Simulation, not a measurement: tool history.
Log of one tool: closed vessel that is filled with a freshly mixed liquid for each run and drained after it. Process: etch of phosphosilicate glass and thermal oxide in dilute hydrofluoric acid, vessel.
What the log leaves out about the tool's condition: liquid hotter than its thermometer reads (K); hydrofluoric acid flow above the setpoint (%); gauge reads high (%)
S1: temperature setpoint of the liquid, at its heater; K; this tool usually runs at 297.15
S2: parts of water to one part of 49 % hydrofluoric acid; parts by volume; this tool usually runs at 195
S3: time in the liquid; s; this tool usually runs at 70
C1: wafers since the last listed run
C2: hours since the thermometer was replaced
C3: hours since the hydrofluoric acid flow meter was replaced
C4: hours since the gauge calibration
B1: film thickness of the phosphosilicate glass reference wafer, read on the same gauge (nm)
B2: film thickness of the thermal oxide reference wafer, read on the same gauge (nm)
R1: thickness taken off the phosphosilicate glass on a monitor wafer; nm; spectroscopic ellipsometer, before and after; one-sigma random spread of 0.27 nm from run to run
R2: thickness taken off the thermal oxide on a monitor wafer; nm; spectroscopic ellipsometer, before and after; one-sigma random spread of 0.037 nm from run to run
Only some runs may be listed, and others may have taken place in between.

run,hour,S1,S2,S3,C1,C2,C3,C4,B1,B2,R1,R2
1,0,297.15,120,70,0,1015.9,834.3,191.8,70.02,99.988,81.42,3.424
2,54.5,297.15,195,70,7767,1070.4,888.8,246.3,70,100.008,46.12,1.924
3,125.9,300.15,195,70,10176,1141.8,960.2,317.7,70.02,99.986,52.01,2.245
4,196.4,300.15,195,70,10048,1212.3,1030.7,388.2,70,99.996,52.09,2.169
5,261.2,297.15,195,70,9235,1277.1,1095.5,453,70.02,100.023,46.31,1.953
# hour 303.3: thermometer replaced
6,321.9,297.15,195,70,8508,18.6,1156.2,513.7,70,100.008,46.51,1.909
7,355.3,297.15,125,40,4760,52,1189.6,547.1,69.98,100.009,45.43,1.863
# hour 360.7: gauge calibrated
8,412.2,293.65,235,70,8109,108.9,1246.5,51.5,69.97,100.013,32.85,1.387
9,461.6,297.15,195,70,7040,158.3,1295.9,100.9,69.95,99.993,46.8,1.969
# hour 467.4: hydrofluoric acid flow meter replaced
10,522.1,297.15,195,105,8480,218.8,54.7,161.4,70.04,100.014,67.8,2.821
11,575.4,297.15,260,70,7596,272.1,108,214.7,69.97,99.988,31.55,1.323
12,634,300.65,265,100,8352,330.7,166.6,273.3,69.99,100.009,50.3,2.04
13,693.6,302.15,255,70,8494,390.3,226.2,332.9,70,99.997,38.78,1.582
14,760,293.65,195,70,9463,456.7,292.6,399.3,69.99,100.001,40.07,1.669
15,819.9,297.15,195,70,8537,516.6,352.5,459.2,69.96,100.006,45.35,1.935
# hour 878: gauge calibrated
16,886.3,298.65,290,70,9463,583,418.9,8.3,70.02,99.996,29.17,1.194

For some of the steps in R1 from one run to the next: how much would appear even if the tool had no hidden state, given the settings, what came in and random variation, and how much remains for the hidden state plus any gauge scatter that the measured result and the result without hidden state don't share?
Run 9 -> 10: S3 70 -> 105, hydrofluoric acid flow meter replaced. R1 +21 nm: hidden state -1.63, all else +22.63.
Run 10 -> 11: S2 195 -> 260, S3 105 -> 70. R1 -36.25 nm: hidden state -0.01, all else -36.24.

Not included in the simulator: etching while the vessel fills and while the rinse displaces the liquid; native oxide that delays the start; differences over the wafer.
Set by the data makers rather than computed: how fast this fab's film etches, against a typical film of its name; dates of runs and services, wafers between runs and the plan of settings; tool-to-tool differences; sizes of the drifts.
